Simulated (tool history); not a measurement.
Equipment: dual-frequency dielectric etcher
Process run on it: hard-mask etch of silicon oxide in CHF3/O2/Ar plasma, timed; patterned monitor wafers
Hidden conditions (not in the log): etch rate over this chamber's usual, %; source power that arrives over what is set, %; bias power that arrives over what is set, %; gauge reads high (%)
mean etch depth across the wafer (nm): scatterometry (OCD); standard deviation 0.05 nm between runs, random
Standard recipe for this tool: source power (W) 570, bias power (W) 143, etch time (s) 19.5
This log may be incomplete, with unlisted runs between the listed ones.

run   hour  source power (W)  bias power (W)  etch time (s)  wafers since the last listed run  hours since the last wet clean  hours since the last source power generator calibration  hours since the last bias power generator calibration  hours since the last upper electrode change  hours since the gauge calibration  read-back reference wafer on the same gauge, depth_nm  mean etch depth across the wafer (nm)
  1      0               570             143           19.5                                 0                             186                                                   2693.1                                                 1864.9                                       4101.2                              320.1                                                  32.99                                  33.72
  2  175.4               570             143           19.5                              3220                           361.4                                                   2868.5                                                 2040.3                                       4276.6                              495.5                                                  32.99                                  33.79
  3  209.8               570             143           19.5                               631                           395.8                                                   2902.9                                                 2074.7                                         4311                              529.9                                                  33.01                                  33.82
  4  242.8               570             143           19.5                               605                           428.8                                                   2935.9                                                 2107.7                                         4344                              562.9                                                  32.99                                  33.86
  5    269               570             143           19.5                               481                             455                                                   2962.1                                                 2133.9                                       4370.2                              589.1                                                  32.99                                  33.85
     304.8  -- wet clean of the chamber
  6  305.3               570             143           19.5                               225                             0.5                                                   2998.4                                                 2170.2                                       4406.5                              625.4                                                     33                                  33.75
  7  345.1               570             143           19.5                               730                            40.3                                                   3038.2                                                   2210                                       4446.3                              665.2                                                  32.99                                   33.9
  8  369.2               570             143           19.5                               442                            64.4                                                   3062.3                                                 2234.1                                       4470.4                              689.3                                                  32.99                                  33.79
     380.6  -- source power generator calibrated
  9  410.6               570             115           19.5                               686                           105.8                                                       30                                                 2275.5                                       4511.8                              730.7                                                  32.99                                  30.95
     422.5  -- gauge calibrated
 10  477.3               630             127           22.5                              1224                           172.5                                                     96.7                                                 2342.2                                       4578.5                               54.8                                                  33.01                                  38.65
 11  538.6               670             143           19.5                              1125                           233.8                                                      158                                                 2403.5                                       4639.8                              116.1                                                  33.01                                  35.77
     566.7  -- bias power generator calibrated
 12  601.9               470             155             22                              1088                           297.1                                                    221.3                                                   35.2                                       4703.1                              179.4                                                     33                                  35.24
     641.3  -- upper electrode replaced
 13    661               570             143           19.5                               644                           356.2                                                    280.4                                                   94.3                                         19.7                              238.5                                                  33.01                                  33.55
 14  732.8               570             143             17                              1318                             428                                                    352.2                                                  166.1                                         91.5                              310.3                                                  32.99                                  29.21
 15  782.5               640             111           13.5                               912                           477.7                                                    401.9                                                  215.8                                        141.2                                360                                                  33.01                                  22.75
     810.1  -- wet clean of the chamber
 16  846.9               570             143           19.5                               741                            36.8                                                    466.3                                                  280.2                                        205.6                              424.4                                                     33                                  33.55

Each row is a separate what-if for the run after 16, all from the same tool condition, not one after another. Results?
  A  847.3               570             143           19.5                                 7                            37.2                                                    466.7                                                  280.6                                          206                              424.8                                                      ?                                      ?
  B  847.3               690             176           25.5                                 7                            37.2                                                    466.7                                                  280.6                                          206                              424.8                                                      ?                                      ?
  C  847.3               430             167           23.5                                 7                            37.2                                                    466.7                                                  280.6                                          206                              424.8                                                      ?                                      ?
  D  847.3               440             143           19.5                                 7                            37.2                                                    466.7                                                  280.6                                          206                              424.8                                                      ?                                      ?
  E  847.3               480             153             16                                 7                            37.2                                                    466.7                                                  280.6                                          206                              424.8                                                      ?                                      ?

run  read-back reference wafer on the same gauge, depth_nm  mean etch depth across the wafer (nm)
  A                                                     33                                  33.53
  B                                                     33                                  51.34
  C                                                     33                                  36.62
  D                                                     33                                  29.28
  E                                                     33                                  25.72
With the hidden condition removed and each run's random variation left untouched, the same runs would have given:
run  mean etch depth across the wafer (nm)
  A                                  33.55
  B                                  51.39
  C                                  36.66
  D                                  29.31
  E                                  25.74

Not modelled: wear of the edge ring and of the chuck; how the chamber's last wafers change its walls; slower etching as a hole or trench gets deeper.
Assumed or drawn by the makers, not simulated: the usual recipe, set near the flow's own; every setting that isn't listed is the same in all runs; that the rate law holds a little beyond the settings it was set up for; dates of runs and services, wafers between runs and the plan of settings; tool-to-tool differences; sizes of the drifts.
